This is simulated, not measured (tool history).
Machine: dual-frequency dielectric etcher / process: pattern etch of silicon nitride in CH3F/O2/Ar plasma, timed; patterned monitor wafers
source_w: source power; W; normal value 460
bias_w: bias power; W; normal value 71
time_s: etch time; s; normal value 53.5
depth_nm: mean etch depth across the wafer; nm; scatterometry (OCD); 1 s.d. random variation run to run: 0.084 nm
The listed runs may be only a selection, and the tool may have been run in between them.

run,hour,source_w,bias_w,time_s,wafers since the last listed run,hours since the last wet clean,hours since the last source power generator calibration,hours since the last bias power generator calibration,hours since the last upper electrode change,hours since the gauge calibration,"read-back reference wafer on the same gauge, depth_nm",depth_nm
1,0,520,71,53.5,0,326.8,1887.1,2650.8,2913.8,1322.3,32.41,38.43
2,68.1,460,71,53.5,1174,394.9,1955.2,2718.9,2981.9,1390.4,32.39,36.76
3,112.2,460,71,53.5,760,439,1999.3,2763,3026,1434.5,32.4,36.64
# hour 188.4: wet clean of the chamber
4,188.9,460,71,53.5,908,0.5,2076,2839.7,3102.7,1511.2,32.35,37.22
5,235.4,460,71,53.5,802,47,2122.5,2886.2,3149.2,1557.7,32.41,37.42
6,288.8,460,71,53.5,921,100.4,2175.9,2939.6,3202.6,1611.1,32.4,37.24
7,346.8,460,71,53.5,1000,158.4,2233.9,2997.6,3260.6,1669.1,32.37,37.21
8,486.3,460,71,65,2406,297.9,2373.4,3137.1,3400.1,1808.6,32.37,44.89
9,531.9,460,71,53.5,786,343.5,2419,3182.7,3445.7,1854.2,32.4,37
# hour 544.5: gauge calibrated
10,590.9,460,71,53.5,1017,402.5,2478,3241.7,3504.7,46.4,32.41,37.05
11,636.2,460,71,53.5,781,447.8,2523.3,3287,3550,91.7,32.43,36.93
# hour 675: wet clean of the chamber
12,675.5,460,71,53.5,263,0.5,2562.6,3326.3,3589.3,131,32.39,37.59
13,695.6,460,71,53.5,346,20.6,2582.7,3346.4,3609.4,151.1,32.44,37.5
14,734.1,550,71,53.5,664,59.1,2621.2,3384.9,3647.9,189.6,32.39,39.69
# hour 765.5: upper electrode replaced
15,792.6,530,85,40,595,117.6,2679.7,3443.4,27.1,248.1,32.41,31.11
16,828.3,490,71,46,615,153.3,2715.4,3479.1,62.8,283.8,32.39,32.73
17,854.9,460,71,53.5,458,179.9,2742,3505.7,89.4,310.4,32.45,37.43
# hour 860.5: bias power generator calibrated
18,957.6,460,64,44.5,1702,282.6,2844.7,97.1,192.1,413.1,32.39,29.5
# hour 988.8: source power generator calibrated
19,1020.6,370,71,59,1017,345.6,31.8,160.1,255.1,476.1,32.39,37.47
# hour 1109.3: wet clean of the chamber
20,1109.8,400,71,53.5,1124,0.5,121,249.3,344.3,565.3,32.41,35.39
21,1132,460,71,53.5,382,22.7,143.2,271.5,366.5,587.5,32.4,37.11
22,1262.6,460,71,53.5,2252,153.3,273.8,402.1,497.1,718.1,32.42,36.9
23,1303.6,460,71,53.5,707,194.3,314.8,443.1,538.1,759.1,32.37,36.83
24,1356.5,460,64,53.5,912,247.2,367.7,496,591,812,32.37,35.46
25,1402.9,380,83,69,800,293.6,414.1,542.4,637.4,858.4,32.37,46.67
26,1430.1,420,71,59.5,469,320.8,441.3,569.6,664.6,885.6,32.41,39.51
# hour 1516.5: wet clean of the chamber
27,1517,360,89,57.5,1084,0.5,528.2,656.5,751.5,972.5,32.35,39.66
28,1530.2,460,71,53.5,227,13.7,541.4,669.7,764.7,985.7,32.41,37.02
29,1562.7,460,71,41,560,46.2,573.9,702.2,797.2,1018.2,32.39,28.44
30,1611.3,460,71,53.5,838,94.8,622.5,750.8,845.8,1066.8,32.39,37.06

Run-by-run hidden state of the tool:
source power that arrives over what is set, %: 0 across all the runs
gauge reads high (%): 0 across all the runs
H1: etch rate over this chamber's usual, %
H2: bias power that arrives over what is set, %
run,H1,H2
1,-1.3,2.25
2,-1.54,2.42
3,-1.7,2.53
4,-0.0284,2.73
5,-0.196,2.85
6,-0.388,2.99
7,-0.596,3.15
8,-1.1,3.54
9,-1.26,3.68
10,-1.47,3.85
11,-1.64,3.99
12,-0.18,4.1
13,-0.253,4.17
14,-0.391,4.29
15,-0.601,4.47
16,-0.73,4.58
17,-0.825,4.67
18,-1.19,0.322
19,-1.42,0.329
20,-0.195,0.346
21,-0.275,0.351
22,-0.744,0.392
23,-0.892,0.407
24,-1.08,0.43
25,-1.25,0.452
26,-1.35,0.466
27,-0.192,0.515
28,-0.24,0.523
29,-0.357,0.544
30,-0.531,0.576
